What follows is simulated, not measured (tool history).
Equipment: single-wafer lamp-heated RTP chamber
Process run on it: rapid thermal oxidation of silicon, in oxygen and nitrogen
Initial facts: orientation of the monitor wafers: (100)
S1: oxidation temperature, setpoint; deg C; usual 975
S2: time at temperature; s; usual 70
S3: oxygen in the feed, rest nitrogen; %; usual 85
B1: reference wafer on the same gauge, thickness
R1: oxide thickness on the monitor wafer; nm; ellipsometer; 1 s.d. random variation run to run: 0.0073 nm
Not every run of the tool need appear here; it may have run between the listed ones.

| run | hour | S1 | S2 | S3 | B1 | R1 |
|---|---|---|---|---|---|---|
| 1 | 0 | 975 | 95 | 85 | 5.58 | 5.551 |
| 2 | 98.3 | 975 | 95 | 85 | 5.58 | 5.566 |
| 3 | 189.2 | 975 | 92 | 85 | 5.579 | 5.516 |
| 4 | 283.9 | 975 | 92 | 85 | 5.578 | 5.528 |
|  | 337.2 | pyrometer window cleaned and pyrometer calibrated |
| 5 | 365.1 | 975 | 70 | 85 | 5.578 | 4.856 |
| 6 | 440.6 | 975 | 70 | 85 | 5.579 | 4.855 |
| 7 | 544.8 | 975 | 70 | 73 | 5.578 | 4.606 |
| 8 | 600.1 | 975 | 70 | 73 | 5.582 | 4.623 |
| 9 | 671.7 | 975 | 70 | 73 | 5.579 | 4.613 |
| 10 | 778.8 | 975 | 70 | 85 | 5.581 | 4.897 |
| 11 | 835.2 | 975 | 70 | 85 | 5.581 | 4.888 |
| 12 | 901.9 | 975 | 70 | 85 | 5.582 | 4.916 |
| 13 | 1004.5 | 975 | 57 | 85 | 5.58 | 4.51 |
| 14 | 1078.7 | 975 | 70 | 85 | 5.579 | 4.927 |
|  | 1126.4 | pyrometer window cleaned and pyrometer calibrated |
|  | 1139.8 | oxygen flow controller replaced |
|  | 1172.4 | gauge calibrated |
| 15 | 1178.3 | 975 | 70 | 85 | 5.58 | 4.84 |
| 16 | 1260.7 | 975 | 70 | 85 | 5.581 | 4.848 |
| 17 | 1318.8 | 975 | 53 | 68 | 5.581 | 4.018 |
| 18 | 1366.6 | 993 | 70 | 68 | 5.579 | 5.126 |
| 19 | 1412.7 | 966 | 47 | 74 | 5.581 | 3.7 |
| 20 | 1452.2 | 985 | 41 | 68 | 5.581 | 3.875 |
| 21 | 1537 | 975 | 70 | 85 | 5.578 | 4.878 |
| 22 | 1593.3 | 1001 | 70 | 76 | 5.58 | 5.68 |
| 23 | 1638.4 | 992 | 44 | 68 | 5.583 | 4.218 |
| 24 | 1713.8 | 989 | 96 | 98 | 5.58 | 6.57 |
| 25 | 1817.6 | 975 | 97 | 94 | 5.58 | 5.873 |
|  | 1866.7 | pyrometer window cleaned and pyrometer calibrated |
| 26 | 1867.2 | 975 | 70 | 85 | 5.582 | 4.841 |
| 27 | 1926.9 | 975 | 70 | 85 | 5.579 | 4.854 |
| 28 | 1970.2 | 975 | 70 | 85 | 5.58 | 4.859 |
| 29 | 2018.4 | 967 | 43 | 62 | 5.579 | 3.425 |
| 30 | 2061.4 | 964 | 70 | 85 | 5.579 | 4.489 |
| 31 | 2141.3 | 965 | 36 | 71 | 5.581 | 3.303 |
| 32 | 2435.1 | 952 | 36 | 98 | 5.582 | 3.346 |
| 33 | 2521.8 | 962 | 99 | 98 | 5.58 | 5.44 |
| 34 | 2629.7 | 975 | 104 | 85 | 5.581 | 5.891 |
|  | 2666.2 | pyrometer window cleaned and pyrometer calibrated |
| 35 | 2724.6 | 957 | 70 | 85 | 5.579 | 4.252 |
| 36 | 2829.8 | 985 | 70 | 85 | 5.58 | 5.213 |
| 37 | 2897.7 | 991 | 70 | 85 | 5.581 | 5.466 |
| 38 | 2959.3 | 975 | 70 | 85 | 5.582 | 4.853 |

What if the next run were any one of these 4? Each begins from the tool's condition after run 38:
| A | 2959.7 | 975 | 70 | 85 | ? | ? |
| B | 2959.7 | 993 | 70 | 85 | ? | ? |
| C | 2959.7 | 959 | 70 | 74 | ? | ? |
| D | 2959.7 | 975 | 35 | 64 | ? | ? |

| run | B1 | R1 |
|---|---|---|
| A | 5.58 | 4.858 |
| B | 5.58 | 5.545 |
| C | 5.58 | 4.137 |
| D | 5.58 | 3.372 |
With the hidden condition removed and each run's random variation left untouched, the same runs would have given:
| run | R1 |
|---|---|
| A | 4.838 |
| B | 5.522 |
| C | 4.121 |
| D | 3.361 |
